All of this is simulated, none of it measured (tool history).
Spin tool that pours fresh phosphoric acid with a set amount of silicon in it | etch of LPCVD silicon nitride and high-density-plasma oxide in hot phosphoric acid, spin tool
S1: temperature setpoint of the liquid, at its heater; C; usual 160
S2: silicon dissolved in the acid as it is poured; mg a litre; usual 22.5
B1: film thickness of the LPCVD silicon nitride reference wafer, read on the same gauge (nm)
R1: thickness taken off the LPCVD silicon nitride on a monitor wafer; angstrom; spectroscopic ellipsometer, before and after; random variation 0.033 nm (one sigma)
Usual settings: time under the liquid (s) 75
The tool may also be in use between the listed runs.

run 1 hour=0 | S1=160 S2=22.5 time_under_the_liquid_(s)=75 | B1=139.98 | R1=59.4
run 2 hour=102.3 | S1=160 S2=22.5 time_under_the_liquid_(s)=75 | B1=139.99 | R1=59.3
run 3 hour=371.9 | S1=160 S2=22.5 time_under_the_liquid_(s)=75 | B1=140.04 | R1=59.5
run 4 hour=429.1 | S1=160 S2=22.5 time_under_the_liquid_(s)=75 | B1=140.04 | R1=59.7
-- hour=450.4 dissolved silicon flow meter replaced
-- hour=460 gauge calibrated
run 5 hour=494.3 | S1=160 S2=22.5 time_under_the_liquid_(s)=75 | B1=140.03 | R1=58.9
-- hour=547.5 thermometer replaced
run 6 hour=596.8 | S1=160 S2=22.5 time_under_the_liquid_(s)=75 | B1=140.01 | R1=58.9
-- hour=668.1 heated supply line repaired
run 7 hour=693.6 | S1=160 S2=22.5 time_under_the_liquid_(s)=75 | B1=139.98 | R1=58.5
run 8 hour=793.1 | S1=160 S2=22.5 time_under_the_liquid_(s)=75 | B1=140 | R1=58.5
run 9 hour=893.6 | S1=158 S2=22.5 time_under_the_liquid_(s)=90 | B1=140 | R1=66.6
run 10 hour=972 | S1=160 S2=22.5 time_under_the_liquid_(s)=75 | B1=140.03 | R1=59.3
run 11 hour=1066.2 | S1=161 S2=22.5 time_under_the_liquid_(s)=85 | B1=139.99 | R1=69.3
-- hour=1123.5 dissolved silicon flow meter replaced
run 12 hour=1125.5 | S1=160 S2=22.5 time_under_the_liquid_(s)=75 | B1=140.01 | R1=59.4
run 13 hour=1179.2 | S1=158.5 S2=16 time_under_the_liquid_(s)=105 | B1=140 | R1=78.8
run 14 hour=1278.6 | S1=162 S2=22.5 time_under_the_liquid_(s)=115 | B1=139.99 | R1=96.6
run 15 hour=1364.1 | S1=162 S2=27 time_under_the_liquid_(s)=75 | B1=139.99 | R1=62.9
-- hour=1452.1 gauge calibrated
run 16 hour=1496.7 | S1=158 S2=14 time_under_the_liquid_(s)=40 | B1=139.99 | R1=29.6

5 ways to go on from here, each from the tool as it stands after run 16. What would each give?
run A hour=1497.1 | S1=160 S2=22.5 time_under_the_liquid_(s)=75 | B1=? | R1=?
run B hour=1497.1 | S1=160 S2=32.5 time_under_the_liquid_(s)=75 | B1=? | R1=?
run C hour=1497.1 | S1=161 S2=30.5 time_under_the_liquid_(s)=75 | B1=? | R1=?
run D hour=1497.1 | S1=157.5 S2=38.5 time_under_the_liquid_(s)=45 | B1=? | R1=?
run E hour=1497.1 | S1=159 S2=22.5 time_under_the_liquid_(s)=100 | B1=? | R1=?

run=A B1=139.98 R1=59.1
run=B B1=139.98 R1=59.1
run=C B1=139.98 R1=61.1
run=D B1=139.98 R1=32.6
run=E B1=139.98 R1=76.2
Without the tool's hidden state the same runs would have given:
run=A R1=59.1
run=B R1=59.1
run=C R1=61.1
run=D R1=32.6
run=E R1=76.2

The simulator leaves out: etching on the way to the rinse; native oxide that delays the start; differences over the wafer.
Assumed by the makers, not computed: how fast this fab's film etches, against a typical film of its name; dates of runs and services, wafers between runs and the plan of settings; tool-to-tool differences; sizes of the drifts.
